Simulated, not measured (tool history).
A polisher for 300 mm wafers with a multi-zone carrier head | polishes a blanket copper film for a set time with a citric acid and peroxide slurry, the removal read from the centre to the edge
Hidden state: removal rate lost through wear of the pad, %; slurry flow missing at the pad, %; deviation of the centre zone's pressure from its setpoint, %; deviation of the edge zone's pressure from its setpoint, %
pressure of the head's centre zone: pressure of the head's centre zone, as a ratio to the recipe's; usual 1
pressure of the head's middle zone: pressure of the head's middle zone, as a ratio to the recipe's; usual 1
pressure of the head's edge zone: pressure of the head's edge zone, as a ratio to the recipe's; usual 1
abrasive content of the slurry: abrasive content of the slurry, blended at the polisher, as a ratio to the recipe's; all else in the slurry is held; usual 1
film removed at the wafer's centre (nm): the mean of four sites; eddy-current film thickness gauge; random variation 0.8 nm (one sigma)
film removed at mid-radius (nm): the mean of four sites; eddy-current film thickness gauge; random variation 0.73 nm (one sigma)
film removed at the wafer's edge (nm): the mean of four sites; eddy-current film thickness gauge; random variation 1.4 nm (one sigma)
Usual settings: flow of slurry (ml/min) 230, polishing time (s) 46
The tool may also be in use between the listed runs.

run,day,flow of slurry (ml/min),pressure of the head's centre zone,pressure of the head's middle zone,pressure of the head's edge zone,abrasive content of the slurry,polishing time (s),wafers since the last listed run,wafers polished on this pad,hours since the slurry nozzle was cleaned,hours since the centre zone pressure was calibrated,hours since the edge zone pressure was calibrated,hours since the carrier head's membrane was replaced,"incoming thickness of the incoming film, nm",film removed at the wafer's centre (nm),film removed at mid-radius (nm),film removed at the wafer's edge (nm)
1,0,230,1,1,1,1.3,52,0,136,531.9,121.7,16.5,1363.3,1060.9,112.8,107.6,111.5
2,1.371,230,1,1.09,1,1,41,434,570,564.8,154.6,49.4,1396.2,1058.6,84.1,87.4,81.8
3,3.662,230,1,1,0.97,1,30,726,1297,619.8,209.6,104.4,1451.2,1088.6,60.9,59.8,59.2
# day 6.175: slurry nozzle cleaned
4,6.483,230,1,1,1,1,40,881,2178,7.4,277.3,172.1,1518.9,1102.7,80.9,80.3,81.2
5,9.454,230,1,1,1,1,46,942,3120,78.7,348.6,243.4,1590.2,1087,92.8,93.1,93.1
6,11.967,280,1.06,1,1.09,1,39,796,3917,139,408.9,303.7,1650.5,1062.7,83.3,78.9,81.5
# day 12.346: carrier head's membrane replaced by a new one, of another model than before
7,14.754,230,1,1,1.08,1,46,817,4735,205.9,475.8,370.6,57.8,1079.8,92.9,92,98.2
8,16.421,230,1,1,1,1,46,528,5264,245.9,515.8,410.6,97.8,1078.8,92.1,91.9,92.8
9,18.492,230,1,1,1,1,46,656,5920,295.6,565.5,460.3,147.5,1080.3,91.2,92.8,93.1
10,20.554,280,1.11,0.88,1,0.75,46,654,6574,345.1,615,509.8,197,1074.8,97.9,84.4,89.7
# day 21.579: worn pad replaced by a new one
11,22.962,185,1.07,1,1,1.25,46,710,438,402.9,672.8,567.6,254.8,1095.8,98.4,94.1,95.2
12,24.312,205,1,0.96,1,1,31,428,866,435.3,705.2,600,287.2,1080.2,61.4,59.2,61.7
13,26.358,230,1,1,1,1,46,648,1515,484.4,754.3,649.1,336.3,1081.3,90.6,92.3,92.7
# day 32.779: slurry nozzle cleaned
14,35.225,230,1.1,1,0.89,1.15,58,2798,4314,58.7,967.1,861.9,549.1,1075.4,126.5,118.5,116.6
15,38.096,230,0.93,1,1,1,50,910,5224,127.6,1036,930.8,618,1079.6,93.5,99.7,100.4
16,40.738,230,0.95,0.91,0.91,1,38,837,6062,191,1099.4,994.2,681.4,1086.1,72.4,73.4,73.4
# day 42.029: worn pad replaced by a new one
17,42.129,230,0.91,1.11,1,1,38,388,31,224.4,1132.8,1027.6,714.8,1060.7,70.3,79.7,77.2
18,43.483,230,0.95,1,0.94,1.1,56,429,460,256.9,1165.3,1060.1,747.3,1096.8,108.1,114.7,109.7
19,45.992,230,1,1.04,1,1,41,795,1256,317.1,1225.5,1120.3,807.5,1087.9,80.8,82.8,83
20,48.179,230,1,1,1,1,46,693,1950,369.6,1278,1172.8,860,1089,90.8,92.7,92.7
# day 49.308: centre zone pressure recalibrated
21,51.017,305,1.12,1,1.04,1,46,873,2823,437.7,41,1240.9,928.1,1092.9,105.6,94.4,95.5
22,52.367,230,1,1,1,1,46,428,3251,470.1,73.4,1273.3,960.5,1094.3,94.1,92.9,91.5

Forecast each of these 3 alternatives for the next run:
A,52.383,230,1,1,1,1,46,5,3256,470.5,73.8,1273.7,960.9,1079.7,?,?,?
B,52.383,170,1,1,1,1.1,46,5,3256,470.5,73.8,1273.7,960.9,1079.7,?,?,?
C,52.383,230,1,1,0.92,1,46,5,3256,470.5,73.8,1273.7,960.9,1079.7,?,?,?

run,film removed at the wafer's centre (nm),film removed at mid-radius (nm),film removed at the wafer's edge (nm)
A,94.4,92,92.7
B,92.4,90.5,92
C,94.4,92,89.9
Without the tool's hidden state the same runs would have given:
run,film removed at the wafer's centre (nm),film removed at mid-radius (nm),film removed at the wafer's edge (nm)
A,95.2,92,92.7
B,93.3,90.5,92
C,95.2,92,89.9
